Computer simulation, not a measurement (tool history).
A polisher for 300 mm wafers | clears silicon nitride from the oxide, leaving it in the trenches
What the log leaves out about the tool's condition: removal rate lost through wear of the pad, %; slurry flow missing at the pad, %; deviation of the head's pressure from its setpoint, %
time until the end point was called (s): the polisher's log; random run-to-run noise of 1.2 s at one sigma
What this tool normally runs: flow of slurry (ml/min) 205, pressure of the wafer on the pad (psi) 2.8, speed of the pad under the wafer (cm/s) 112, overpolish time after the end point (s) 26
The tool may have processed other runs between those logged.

run	hour	flow of slurry (ml/min)	pressure of the wafer on the pad (psi)	speed of the pad under the wafer (cm/s)	overpolish time after the end point (s)	wafers since the last listed run	wafers polished on this pad	hours since the slurry nozzle was cleaned	hours since the head pressure was calibrated	incoming thickness of the incoming film, nm	time until the end point was called (s)
1	0.0	205	2.8	112	26	0	118	449.7	214.1	91.1	105.8
2	28.3	205	2.8	112	26	277	395	478.0	242.4	90.1	104.0
3	64.7	205	2.8	112	26	357	753	514.4	278.8	89.3	104.5
# hour 91.5: slurry nozzle cleaned
4	110.5	205	2.8	112	26	439	1193	19.0	324.6	89.3	104.4
5	162.5	205	2.8	112	26	510	1703	71.0	376.6	90.3	102.0
# hour 263.1: worn pad replaced by a new one
6	348.9	205	2.8	112	26	1790	842	257.4	563.0	88.8	99.7
7	396.9	205	2.8	112	26	471	1313	305.4	611.0	88.8	99.5
8	433.2	205	2.8	112	26	356	1670	341.7	647.3	90.2	102.4
9	463.1	205	2.8	112	26	293	1963	371.6	677.2	90.9	102.3
10	513.8	205	2.8	112	26	497	2461	422.3	727.9	89.8	100.9
11	567.9	205	2.8	112	26	531	2992	476.4	782.0	88.4	99.5
# hour 578.0: worn pad replaced by a new one
12	632.2	205	2.8	112	26	592	531	540.7	846.3	90.8	100.4
# hour 665.9: slurry nozzle cleaned
13	674.6	205	2.8	112	26	406	938	8.7	888.7	89.1	96.4
14	736.3	205	2.8	112	37	605	1544	70.4	950.4	91.3	101.0
# hour 772.7: head pressure recalibrated
15	774.6	205	2.8	112	39	356	1900	108.7	1.9	88.4	103.0
16	828.3	205	2.8	112	26	527	2427	162.4	55.6	90.5	105.0
17	861.0	205	2.8	112	26	321	2748	195.1	88.3	88.8	103.0
# hour 886.6: worn pad replaced by a new one, of another model than before
18	931.3	205	2.8	88	26	650	439	265.4	158.6	91.4	124.1
19	987.0	205	2.8	112	26	546	985	321.1	214.3	90.3	104.7
# hour 1161.8: slurry nozzle cleaned
20	1172.9	225	2.8	82	14	1815	2801	11.1	400.2	89.5	122.9
# hour 1202.2: worn pad replaced by a new one
21	1235.7	205	2.8	112	26	577	329	73.9	463.0	89.1	101.1
22	1278.5	205	2.8	96	16	420	749	116.7	505.8	90.4	112.1
23	1339.9	170	2.8	80	26	602	1352	178.1	567.2	89.1	128.2
24	1372.1	255	2.8	112	17	316	1668	210.3	599.4	89.5	97.6
25	1432.1	260	2.8	84	20	589	2257	270.3	659.4	90.9	117.5
# hour 1491.4: worn pad replaced by a new one
26	1491.9	205	3.3	130	26	547	4	330.1	719.2	88.7	79.0

Consider 3 possible next runs. They are alternatives, not a sequence: every one starts from the tool as it was left by run 26. What does each give?
A	1492.4	205	2.8	112	26	4	9	330.6	719.7	90.6	?
B	1492.4	205	3.7	112	36	4	9	330.6	719.7	90.6	?
C	1492.4	160	3.2	74	40	4	9	330.6	719.7	90.6	?

run	time until the end point was called (s)
A	100.2
B	81.7
C	125.8
Had the tool no hidden state, the same runs would have come out as:
run	time until the end point was called (s)
A	105.7
B	86.1
C	132.6
